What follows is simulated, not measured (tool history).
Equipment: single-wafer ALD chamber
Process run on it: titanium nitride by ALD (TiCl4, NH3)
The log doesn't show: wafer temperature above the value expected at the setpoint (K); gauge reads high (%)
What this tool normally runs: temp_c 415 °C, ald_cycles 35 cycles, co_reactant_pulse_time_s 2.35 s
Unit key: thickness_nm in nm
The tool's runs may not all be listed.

run,hour,temp_c,ald_cycles,co_reactant_pulse_time_s,wafers since the last listed run,hours since the last thermocouple change,hours since the showerhead was replaced,hours since the gauge calibration,"read-back reference wafer on the same gauge, thickness_nm",thickness_nm
1,0.0,415,35,2.35,0,1264.2,3737.0,415.7,0.850,0.758
2,22.9,415,35,2.35,195,1287.1,3759.9,438.6,0.849,0.757
3,54.6,415,35,2.35,270,1318.8,3791.6,470.3,0.849,0.757
4,75.0,415,35,2.35,174,1339.2,3812.0,490.7,0.849,0.755
5,100.4,415,35,2.35,216,1364.6,3837.4,516.1,0.850,0.756
6,128.7,415,35,2.35,241,1392.9,3865.7,544.4,0.849,0.754
7,162.3,415,35,2.35,286,1426.5,3899.3,578.0,0.849,0.758
8,184.8,415,35,2.35,191,1449.0,3921.8,600.5,0.850,0.758
9,214.5,415,35,2.35,253,1478.7,3951.5,630.2,0.849,0.754
# hour 249.7: showerhead replaced
10,250.2,415,35,1.80,236,1514.4,0.5,665.9,0.850,0.751
11,261.1,415,35,1.80,92,1525.3,11.4,676.8,0.849,0.753
12,290.0,415,35,2.35,246,1554.2,40.3,705.7,0.849,0.758
# hour 351.7: gauge calibrated
13,394.1,426,39,1.51,888,1658.3,144.4,42.4,0.849,0.837
14,418.6,415,42,3.02,209,1682.8,168.9,66.9,0.851,0.917
15,453.9,420,35,1.57,301,1718.1,204.2,102.2,0.849,0.747
16,472.5,424,31,1.69,158,1736.7,222.8,120.8,0.850,0.665
# hour 495.4: thermocouple changed; heater temperature recalibrated
17,495.9,420,35,1.58,131,0.5,246.2,144.2,0.849,0.747
18,506.4,423,35,1.77,89,11.0,256.7,154.7,0.848,0.755
19,521.6,423,35,2.35,129,26.2,271.9,169.9,0.849,0.759
20,555.6,415,31,2.35,290,60.2,305.9,203.9,0.849,0.673
21,581.1,415,38,2.35,217,85.7,331.4,229.4,0.849,0.824
22,612.8,415,35,2.35,270,117.4,363.1,261.1,0.850,0.757
23,642.1,422,35,2.62,249,146.7,392.4,290.4,0.848,0.761
24,654.1,429,29,1.78,102,158.7,404.4,302.4,0.849,0.626
25,689.0,429,29,1.78,297,193.6,439.3,337.3,0.850,0.624

Exercise: give the hidden state of the tool at every run:
wafer temperature above the value expected at the setpoint (K): 0 in every run
gauge reads high (%): 0 in every run
